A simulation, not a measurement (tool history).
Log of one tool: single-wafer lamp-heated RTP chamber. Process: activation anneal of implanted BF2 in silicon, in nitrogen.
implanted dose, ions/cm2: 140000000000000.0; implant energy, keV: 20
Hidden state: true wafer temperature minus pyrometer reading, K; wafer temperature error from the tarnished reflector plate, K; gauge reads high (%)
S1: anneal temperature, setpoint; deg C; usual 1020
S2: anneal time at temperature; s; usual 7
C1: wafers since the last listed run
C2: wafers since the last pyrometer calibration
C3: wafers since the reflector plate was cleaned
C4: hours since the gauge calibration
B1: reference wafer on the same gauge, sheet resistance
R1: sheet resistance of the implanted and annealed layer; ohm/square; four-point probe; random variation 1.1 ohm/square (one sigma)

run 1 hour=0 | S1=1020 S2=7 | C1=0 C2=4080 C3=2792 C4=1148.3 | B1=586.47 | R1=705.53
-- hour=105.3 pyrometer window cleaned and pyrometer calibrated
run 2 hour=105.8 | S1=1020 S2=7 | C1=1994 C2=10 C3=4787 C4=1254.1 | B1=585.81 | R1=705.53
run 3 hour=191.4 | S1=1020 S2=7 | C1=1745 C2=1756 C3=6533 C4=1339.7 | B1=585.15 | R1=702.9
run 4 hour=296 | S1=1020 S2=7 | C1=2133 C2=3889 C3=8667 C4=1444.3 | B1=584.53 | R1=703.29
-- hour=345.6 reflector plate cleaned
run 5 hour=394.2 | S1=1020 S2=7 | C1=1839 C2=5729 C3=990 C4=1542.5 | B1=583.68 | R1=702.89
-- hour=436.2 pyrometer window cleaned and pyrometer calibrated
run 6 hour=494.8 | S1=1020 S2=5 | C1=1888 C2=1195 C3=2879 C4=1643.1 | B1=582.81 | R1=704.29
run 7 hour=532.1 | S1=1020 S2=5 | C1=760 C2=1955 C3=3639 C4=1680.4 | B1=582.61 | R1=703.73
run 8 hour=588.1 | S1=1001 S2=7 | C1=1142 C2=3098 C3=4782 C4=1736.4 | B1=582.06 | R1=702.91
run 9 hour=668.6 | S1=1001 S2=7 | C1=1641 C2=4739 C3=6424 C4=1816.9 | B1=581.46 | R1=704.66
-- hour=759.8 pyrometer window cleaned and pyrometer calibrated
run 10 hour=764.5 | S1=1001 S2=7 | C1=1792 C2=95 C3=8216 C4=1912.8 | B1=580.5 | R1=700.67
-- hour=817.1 reflector plate cleaned
run 11 hour=819.8 | S1=1020 S2=7 | C1=964 C2=1060 C3=55 C4=1968.1 | B1=580.05 | R1=699.66
-- hour=837.5 gauge calibrated
run 12 hour=874.7 | S1=1009 S2=5 | C1=1119 C2=2179 C3=1175 C4=37.2 | B1=588.84 | R1=712.06
run 13 hour=959 | S1=992 S2=7 | C1=1719 C2=3899 C3=2894 C4=121.5 | B1=588.7 | R1=714.2
run 14 hour=1046 | S1=1032 S2=7 | C1=1774 C2=5673 C3=4669 C4=208.5 | B1=588.48 | R1=704.71
run 15 hour=1113.6 | S1=1034 S2=4 | C1=1378 C2=7052 C3=6048 C4=276.1 | B1=588.62 | R1=712.43
-- hour=1153.3 pyrometer window cleaned and pyrometer calibrated
run 16 hour=1167.2 | S1=1042 S2=7 | C1=930 C2=284 C3=6978 C4=329.7 | B1=588.6 | R1=705.9
-- hour=1191.9 reflector plate cleaned
run 17 hour=1241 | S1=996 S2=7 | C1=1342 C2=1626 C3=1000 C4=403.5 | B1=588.38 | R1=714.41
run 18 hour=1313 | S1=1020 S2=7 | C1=1468 C2=3095 C3=2469 C4=475.5 | B1=588.31 | R1=709.36

Forecast run 19:
run 19 hour=1403.6 | S1=1034 S2=4 | C1=1847 C2=4943 C3=4317 C4=566.1 | B1=? | R1=?

B1: 587.91
R1: 709.04 ohm/square
Without the tool's hidden state the same run would have given R1 709.03 ohm/square.
